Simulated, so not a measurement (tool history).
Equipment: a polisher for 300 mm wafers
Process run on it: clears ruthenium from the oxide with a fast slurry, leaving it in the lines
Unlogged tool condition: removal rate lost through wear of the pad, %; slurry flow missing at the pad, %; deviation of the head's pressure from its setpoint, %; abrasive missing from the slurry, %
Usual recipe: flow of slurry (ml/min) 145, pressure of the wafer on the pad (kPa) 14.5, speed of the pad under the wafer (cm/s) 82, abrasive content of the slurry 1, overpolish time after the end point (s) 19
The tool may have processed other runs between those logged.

run,hour,flow of slurry (ml/min),pressure of the wafer on the pad (kPa),speed of the pad under the wafer (cm/s),abrasive content of the slurry,overpolish time after the end point (s),wafers since the last listed run,wafers polished on this pad,hours since the slurry nozzle was cleaned,hours since the head pressure was calibrated,hours since the slurry blender was calibrated,"incoming thickness of the incoming film, nm",time until the end point was called (s),dishing of a wide line in a test structure (angstrom)
1,0,145,14.5,82,1,19,0,880,292.2,464.6,125.6,166.8,67.4,390
# hour 61.5: worn pad replaced by a new one
# hour 63.7: slurry blender recalibrated
2,64.2,145,14.5,82,1,14,568,6,356.4,528.8,0.5,172.3,63.5,307
3,83.5,145,14.5,82,1,19,188,195,375.7,548.1,19.8,168,61.5,412
4,130.2,145,14.5,82,1,19,456,652,422.4,594.8,66.5,170.6,66,393
5,167.5,145,14.5,82,1,19,364,1016,459.7,632.1,103.8,169.1,67.8,397
6,198.3,145,14.5,82,1,19,301,1317,490.5,662.9,134.6,170.6,71.5,381
# hour 209.9: worn pad replaced by a new one
7,239.3,145,14.5,82,1,19,361,287,531.5,703.9,175.6,169.7,69.2,365
# hour 255.4: slurry blender recalibrated
8,276.2,145,17.9,82,0.75,19,341,628,568.4,740.8,20.8,170.6,64.4,384
9,347,145,14.5,98,1,19,692,1320,639.2,811.6,91.6,169.8,61.4,427
# hour 361.3: worn pad replaced by a new one
10,399.3,105,17.2,82,1,19,472,371,691.5,863.9,143.9,171.1,64.4,407
# hour 441.5: slurry blender recalibrated
11,469.9,145,14.5,100,1,19,670,1041,762.1,934.5,28.4,169,58.6,441
# hour 522.1: head pressure recalibrated
# hour 533.5: worn pad replaced by a new one
12,540.2,145,17.2,82,1,19,628,65,832.4,18.1,98.7,171.1,57,462
# hour 552: slurry nozzle cleaned
# hour 601.1: slurry blender recalibrated
13,605.9,190,11.7,82,1,19,612,678,53.9,83.8,4.8,171.4,71.7,355
14,643.3,145,13.1,72,1,16,365,1044,91.3,121.2,42.2,171,76,290
# hour 697.7: worn pad replaced by a new one
15,698.2,145,14.5,82,1,19,497,5,146.2,176.1,97.1,172.4,62.1,416
16,762,145,19.3,82,1,19,623,628,210,239.9,160.9,171.4,57.1,464

Forecast each of these 4 alternatives for the next run:
A,762.4,145,10.3,82,1,19,3,632,210.4,240.3,161.3,170.9,?,?
B,762.4,120,14.5,82,1,26,3,632,210.4,240.3,161.3,170.9,?,?
C,762.4,145,14.5,82,0.75,19,3,632,210.4,240.3,161.3,170.9,?,?
D,762.4,175,14.5,72,1.25,27,3,632,210.4,240.3,161.3,170.9,?,?

run,time until the end point was called (s),dishing of a wide line in a test structure (angstrom)
A,88.2,296
B,70.2,485
C,78.8,328
D,64.9,538
Stripped of hidden state, with their random variation kept, the same runs would have yielded:
run,time until the end point was called (s),dishing of a wide line in a test structure (angstrom)
A,76.5,338
B,60.9,549
C,67.6,378
D,56.8,603

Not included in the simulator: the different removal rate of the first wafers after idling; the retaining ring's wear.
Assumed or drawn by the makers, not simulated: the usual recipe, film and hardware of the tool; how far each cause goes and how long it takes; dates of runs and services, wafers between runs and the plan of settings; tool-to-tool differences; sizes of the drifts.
